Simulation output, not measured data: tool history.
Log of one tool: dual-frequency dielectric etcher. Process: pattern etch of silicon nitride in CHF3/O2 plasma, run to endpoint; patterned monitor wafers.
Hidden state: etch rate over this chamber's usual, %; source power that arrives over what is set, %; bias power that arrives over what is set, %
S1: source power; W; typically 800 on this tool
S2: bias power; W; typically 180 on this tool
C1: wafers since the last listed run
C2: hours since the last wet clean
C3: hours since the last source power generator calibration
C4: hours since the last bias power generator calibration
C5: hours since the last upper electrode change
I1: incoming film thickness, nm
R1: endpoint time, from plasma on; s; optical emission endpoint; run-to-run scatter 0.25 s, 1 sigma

run	day	S1	S2	C1	C2	C3	C4	C5	I1	R1
1	0.000	800	180	0	152.8	2010.5	1861.9	2140.2	74.7	42.6
2	1.779	800	180	548	195.5	2053.2	1904.6	2182.9	74.3	41.7
3	2.933	800	180	355	223.2	2080.9	1932.3	2210.6	74.3	42.1
4	4.917	800	180	611	270.8	2128.5	1979.9	2258.2	75.2	41.8
5	7.812	800	180	892	340.3	2198.0	2049.4	2327.7	75.5	41.9
6	10.642	800	148	872	408.2	2265.9	2117.3	2395.6	74.2	42.7
7	12.125	800	148	457	443.8	2301.5	2152.9	2431.2	74.3	43.3
8	13.562	800	148	443	478.3	2336.0	2187.4	2465.7	75.2	43.3
# day 14.788: source power generator calibrated
# day 15.788: upper electrode replaced
# day 16.571: wet clean of the chamber
9	16.592	800	203	333	0.5	43.3	2260.1	19.3	74.7	41.7
# day 19.021: bias power generator calibrated
10	22.379	710	192	1733	139.4	182.2	80.6	158.2	74.1	43.6
11	24.204	800	180	562	183.2	226.0	124.4	202.0	74.2	41.8
12	26.783	800	180	795	245.1	287.9	186.3	263.9	73.4	41.2
13	28.971	740	180	674	297.6	340.4	238.8	316.4	75.9	43.8
14	30.908	940	197	597	344.1	386.9	285.3	362.9	74.0	38.2
15	33.483	800	180	793	405.9	448.7	347.1	424.7	74.8	41.9
16	35.875	610	146	737	463.3	506.1	404.5	482.1	74.5	48.4

Consider 4 possible next runs. They are alternatives, not a sequence: every one starts from the tool as it was left by run 16. What does each give?
A	35.892	800	180	5	463.7	506.5	404.9	482.5	74.9	?
B	35.892	930	198	5	463.7	506.5	404.9	482.5	74.9	?
C	35.892	670	156	5	463.7	506.5	404.9	482.5	74.9	?
D	35.892	870	149	5	463.7	506.5	404.9	482.5	74.9	?

run	R1
A	41.6
B	38.4
C	46.0
D	41.8
The same runs, with their run-to-run variation unchanged, on a tool lacking any hidden condition would have given:
run	R1
A	42.7
B	39.4
C	47.2
D	42.9
